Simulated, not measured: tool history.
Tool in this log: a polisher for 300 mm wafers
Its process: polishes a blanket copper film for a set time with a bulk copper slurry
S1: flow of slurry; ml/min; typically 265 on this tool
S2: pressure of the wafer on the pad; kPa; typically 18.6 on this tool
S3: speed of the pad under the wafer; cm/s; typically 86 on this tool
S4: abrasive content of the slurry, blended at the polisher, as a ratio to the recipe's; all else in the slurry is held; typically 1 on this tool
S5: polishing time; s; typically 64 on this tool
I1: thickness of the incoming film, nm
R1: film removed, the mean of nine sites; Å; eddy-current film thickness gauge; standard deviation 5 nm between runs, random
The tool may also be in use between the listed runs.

run,hour,S1,S2,S3,S4,S5,I1,R1
1,0,265,18.6,86,1,64,4134.3,5453
2,19,265,18.6,86,1,64,4125.5,5473
3,48.3,265,18.6,96,1,64,4063.1,5966
# hour 70.1: slurry blender recalibrated
4,83.8,265,18.6,86,1,64,4078.7,5358
# hour 100.2: worn pad replaced by a new one
5,104.7,265,18.6,86,0.8,70,4027.3,5680
6,134.1,265,18.6,86,0.8,70,4009.8,5622
7,168.3,265,18.6,86,0.8,70,4138.5,5696
8,201.1,265,18.6,86,1,64,4116,5413
9,230.4,325,18.6,86,1,64,4078,5451
# hour 249.2: worn pad replaced by a new one
10,251.4,325,18.6,86,1,64,4061.6,5488
# hour 259.5: slurry blender recalibrated
11,269.8,325,18.6,86,1,64,4058.7,5580
12,374,225,18.6,86,0.9,64,4105.7,5270
# hour 384.3: worn pad replaced by a new one
# hour 396.1: head pressure recalibrated
13,399.6,335,18.6,86,1,72,4025.2,6203
14,415.5,325,18.6,70,1,52,4058.4,3602
15,432.7,190,18.6,106,1,64,3999.8,6390
# hour 452.4: slurry nozzle cleaned
16,457.6,225,18.6,86,0.9,64,4102.7,5226
# hour 461.6: slurry blender recalibrated
17,492.2,265,18.6,86,1,64,4057.8,5442
18,513.1,265,18.6,86,1.3,64,4110.7,5665
19,539.5,265,13.8,86,1,75,4038,4674
# hour 549.8: worn pad replaced by a new one
20,563.3,325,18.6,86,1,64,4013.2,5508
21,588.6,265,18.6,86,1,64,4085.9,5391
22,602.4,265,18.6,74,1,64,4085.8,4688

Alternative continuations, all from the tool just after run 22; predict every row:
A,602.8,265,18.6,114,1,64,4045.2,?
B,602.8,290,18.6,74,1,64,4045.2,?
C,602.8,265,16.5,86,1,54,4045.2,?
D,602.8,265,17.2,68,0.9,73,4045.2,?
E,602.8,240,15.9,64,1,82,4045.2,?

run,R1
A,7068
B,4632
C,3999
D,4373
E,4281
Take away the tool's hidden state, keep each run's random variation, and the runs would have read:
run,R1
A,7068
B,4632
C,3999
D,4373
E,4281

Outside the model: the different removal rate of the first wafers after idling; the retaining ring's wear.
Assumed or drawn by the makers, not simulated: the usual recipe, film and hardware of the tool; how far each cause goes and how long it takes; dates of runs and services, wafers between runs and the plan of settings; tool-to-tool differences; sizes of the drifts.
